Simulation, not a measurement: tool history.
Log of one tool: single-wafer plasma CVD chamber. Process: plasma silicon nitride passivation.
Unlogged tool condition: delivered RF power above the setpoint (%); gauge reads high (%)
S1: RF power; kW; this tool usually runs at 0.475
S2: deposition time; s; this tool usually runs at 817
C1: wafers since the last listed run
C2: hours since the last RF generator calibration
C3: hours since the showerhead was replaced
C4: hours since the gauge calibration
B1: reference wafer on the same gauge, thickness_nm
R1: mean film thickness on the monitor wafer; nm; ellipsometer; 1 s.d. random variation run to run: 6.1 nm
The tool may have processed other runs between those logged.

{"run": 1, "hour": 0.0, "S1": 0.5, "S2": 927, "C1": 0, "C2": 924.3, "C3": 1642.5, "C4": 350.7, "B1": 1210.125, "R1": 1499.947}
{"run": 2, "hour": 21.5, "S1": 0.5, "S2": 927, "C1": 56, "C2": 945.8, "C3": 1664.0, "C4": 372.2, "B1": 1208.555, "R1": 1503.578}
{"run": 3, "hour": 47.1, "S1": 0.475, "S2": 755, "C1": 67, "C2": 971.4, "C3": 1689.6, "C4": 397.8, "B1": 1209.889, "R1": 1206.822}
{"run": 4, "hour": 76.2, "S1": 0.475, "S2": 755, "C1": 76, "C2": 1000.5, "C3": 1718.7, "C4": 426.9, "B1": 1208.885, "R1": 1209.45}
{"run": 5, "hour": 101.7, "S1": 0.475, "S2": 755, "C1": 67, "C2": 1026.0, "C3": 1744.2, "C4": 452.4, "B1": 1209.052, "R1": 1207.932}
{"run": 6, "hour": 123.6, "S1": 0.445, "S2": 855, "C1": 57, "C2": 1047.9, "C3": 1766.1, "C4": 474.3, "B1": 1210.812, "R1": 1343.93}
{"run": 7, "hour": 153.4, "S1": 0.445, "S2": 855, "C1": 78, "C2": 1077.7, "C3": 1795.9, "C4": 504.1, "B1": 1210.601, "R1": 1333.685}
{"run": 8, "hour": 180.0, "S1": 0.445, "S2": 855, "C1": 70, "C2": 1104.3, "C3": 1822.5, "C4": 530.7, "B1": 1210.45, "R1": 1347.57}
{"run": 9, "hour": 208.3, "S1": 0.475, "S2": 753, "C1": 74, "C2": 1132.6, "C3": 1850.8, "C4": 559.0, "B1": 1208.972, "R1": 1200.934}
{"run": 10, "hour": 240.0, "S1": 0.475, "S2": 753, "C1": 83, "C2": 1164.3, "C3": 1882.5, "C4": 590.7, "B1": 1209.467, "R1": 1198.554}
{"run": 11, "hour": 266.6, "S1": 0.45, "S2": 817, "C1": 70, "C2": 1190.9, "C3": 1909.1, "C4": 617.3, "B1": 1209.484, "R1": 1285.476}
{"run": 12, "hour": 290.0, "S1": 0.45, "S2": 817, "C1": 61, "C2": 1214.3, "C3": 1932.5, "C4": 640.7, "B1": 1209.67, "R1": 1273.38}
{"run": 13, "hour": 377.7, "S1": 0.45, "S2": 817, "C1": 231, "C2": 1302.0, "C3": 2020.2, "C4": 728.4, "B1": 1210.977, "R1": 1292.261}
{"run": 14, "hour": 402.7, "S1": 0.475, "S2": 817, "C1": 66, "C2": 1327.0, "C3": 2045.2, "C4": 753.4, "B1": 1209.906, "R1": 1301.423}
{"run": 15, "hour": 433.6, "S1": 0.475, "S2": 817, "C1": 81, "C2": 1357.9, "C3": 2076.1, "C4": 784.3, "B1": 1209.252, "R1": 1309.484}
{"run": 16, "hour": 464.4, "S1": 0.475, "S2": 817, "C1": 81, "C2": 1388.7, "C3": 2106.9, "C4": 815.1, "B1": 1210.246, "R1": 1299.858}
{"run": 17, "hour": 483.3, "S1": 0.505, "S2": 772, "C1": 49, "C2": 1407.6, "C3": 2125.8, "C4": 834.0, "B1": 1209.963, "R1": 1250.889}
{"run": 18, "hour": 518.7, "S1": 0.505, "S2": 772, "C1": 93, "C2": 1443.0, "C3": 2161.2, "C4": 869.4, "B1": 1211.06, "R1": 1252.197}
{"run": 19, "hour": 544.3, "S1": 0.475, "S2": 817, "C1": 67, "C2": 1468.6, "C3": 2186.8, "C4": 895.0, "B1": 1210.869, "R1": 1303.671}
{"run": 20, "hour": 562.4, "S1": 0.45, "S2": 891, "C1": 47, "C2": 1486.7, "C3": 2204.9, "C4": 913.1, "B1": 1210.26, "R1": 1398.393}
{"hour": 595.6, "done": "showerhead replaced"}
{"run": 21, "hour": 596.1, "S1": 0.55, "S2": 817, "C1": 67, "C2": 1520.4, "C3": 0.5, "C4": 946.8, "B1": 1211.58, "R1": 1350.481}
{"run": 22, "hour": 620.1, "S1": 0.555, "S2": 968, "C1": 63, "C2": 1544.4, "C3": 24.5, "C4": 970.8, "B1": 1210.411, "R1": 1616.364}
{"run": 23, "hour": 636.2, "S1": 0.475, "S2": 817, "C1": 42, "C2": 1560.5, "C3": 40.6, "C4": 986.9, "B1": 1210.626, "R1": 1304.455}
{"run": 24, "hour": 666.5, "S1": 0.5, "S2": 913, "C1": 80, "C2": 1590.8, "C3": 70.9, "C4": 1017.2, "B1": 1210.623, "R1": 1483.47}
{"run": 25, "hour": 680.7, "S1": 0.515, "S2": 951, "C1": 37, "C2": 1605.0, "C3": 85.1, "C4": 1031.4, "B1": 1209.586, "R1": 1548.884}
{"run": 26, "hour": 714.3, "S1": 0.45, "S2": 714, "C1": 88, "C2": 1638.6, "C3": 118.7, "C4": 1065.0, "B1": 1210.065, "R1": 1127.388}
{"hour": 748.9, "done": "RF generator calibrated"}
{"run": 27, "hour": 749.4, "S1": 0.54, "S2": 910, "C1": 71, "C2": 0.5, "C3": 153.8, "C4": 1100.1, "B1": 1210.242, "R1": 1506.576}
{"run": 28, "hour": 774.9, "S1": 0.475, "S2": 817, "C1": 67, "C2": 26.0, "C3": 179.3, "C4": 1125.6, "B1": 1209.498, "R1": 1298.046}
{"run": 29, "hour": 797.1, "S1": 0.475, "S2": 817, "C1": 58, "C2": 48.2, "C3": 201.5, "C4": 1147.8, "B1": 1211.165, "R1": 1305.701}
{"run": 30, "hour": 897.5, "S1": 0.475, "S2": 817, "C1": 265, "C2": 148.6, "C3": 301.9, "C4": 1248.2, "B1": 1210.803, "R1": 1298.204}
{"run": 31, "hour": 919.3, "S1": 0.565, "S2": 666, "C1": 57, "C2": 170.4, "C3": 323.7, "C4": 1270.0, "B1": 1209.875, "R1": 1119.962}
{"hour": 924.2, "done": "gauge calibrated"}
{"run": 32, "hour": 934.5, "S1": 0.475, "S2": 817, "C1": 40, "C2": 185.6, "C3": 338.9, "C4": 10.3, "B1": 1209.524, "R1": 1306.437}
{"run": 33, "hour": 968.4, "S1": 0.44, "S2": 735, "C1": 89, "C2": 219.5, "C3": 372.8, "C4": 44.2, "B1": 1210.111, "R1": 1141.646}
{"run": 34, "hour": 990.3, "S1": 0.395, "S2": 719, "C1": 57, "C2": 241.4, "C3": 394.7, "C4": 66.1, "B1": 1209.074, "R1": 1094.078}
{"run": 35, "hour": 1018.7, "S1": 0.475, "S2": 685, "C1": 75, "C2": 269.8, "C3": 423.1, "C4": 94.5, "B1": 1210.023, "R1": 1088.249}
{"run": 36, "hour": 1041.9, "S1": 0.415, "S2": 928, "C1": 61, "C2": 293.0, "C3": 446.3, "C4": 117.7, "B1": 1210.125, "R1": 1417.489}
{"run": 37, "hour": 1057.4, "S1": 0.445, "S2": 855, "C1": 40, "C2": 308.5, "C3": 461.8, "C4": 133.2, "B1": 1210.583, "R1": 1340.112}
{"run": 38, "hour": 1094.6, "S1": 0.475, "S2": 817, "C1": 98, "C2": 345.7, "C3": 499.0, "C4": 170.4, "B1": 1210.737, "R1": 1309.136}
{"run": 39, "hour": 1121.3, "S1": 0.555, "S2": 967, "C1": 70, "C2": 372.4, "C3": 525.7, "C4": 197.1, "B1": 1208.547, "R1": 1623.529}
{"run": 40, "hour": 1152.9, "S1": 0.475, "S2": 817, "C1": 83, "C2": 404.0, "C3": 557.3, "C4": 228.7, "B1": 1209.9, "R1": 1294.885}
{"run": 41, "hour": 1185.8, "S1": 0.475, "S2": 817, "C1": 86, "C2": 436.9, "C3": 590.2, "C4": 261.6, "B1": 1210.928, "R1": 1302.69}
{"run": 42, "hour": 1199.6, "S1": 0.56, "S2": 961, "C1": 36, "C2": 450.7, "C3": 604.0, "C4": 275.4, "B1": 1211.104, "R1": 1615.036}
{"run": 43, "hour": 1222.6, "S1": 0.475, "S2": 699, "C1": 60, "C2": 473.7, "C3": 627.0, "C4": 298.4, "B1": 1210.211, "R1": 1116.041}

Below are 5 alternative next runs, each starting from the tool's condition after run 43. Predict each:
{"run": "A", "hour": 1223.2, "S1": 0.475, "S2": 817, "C1": 1, "C2": 474.3, "C3": 627.6, "C4": 299.0, "B1": "?", "R1": "?"}
{"run": "B", "hour": 1223.2, "S1": 0.57, "S2": 873, "C1": 1, "C2": 474.3, "C3": 627.6, "C4": 299.0, "B1": "?", "R1": "?"}
{"run": "C", "hour": 1223.2, "S1": 0.385, "S2": 692, "C1": 1, "C2": 474.3, "C3": 627.6, "C4": 299.0, "B1": "?", "R1": "?"}
{"run": "D", "hour": 1223.2, "S1": 0.555, "S2": 977, "C1": 1, "C2": 474.3, "C3": 627.6, "C4": 299.0, "B1": "?", "R1": "?"}
{"run": "E", "hour": 1223.2, "S1": 0.525, "S2": 922, "C1": 1, "C2": 474.3, "C3": 627.6, "C4": 299.0, "B1": "?", "R1": "?"}

run=A B1=1210.288 R1=1315.248
run=B B1=1210.288 R1=1483.946
run=C B1=1210.288 R1=1046.435
run=D B1=1210.288 R1=1647.564
run=E B1=1210.288 R1=1529.250
The same runs, with their run-to-run variation unchanged, on a tool lacking any hidden condition would have given:
run=A R1=1315.248
run=B R1=1483.946
run=C R1=1046.435
run=D R1=1647.564
run=E R1=1529.250

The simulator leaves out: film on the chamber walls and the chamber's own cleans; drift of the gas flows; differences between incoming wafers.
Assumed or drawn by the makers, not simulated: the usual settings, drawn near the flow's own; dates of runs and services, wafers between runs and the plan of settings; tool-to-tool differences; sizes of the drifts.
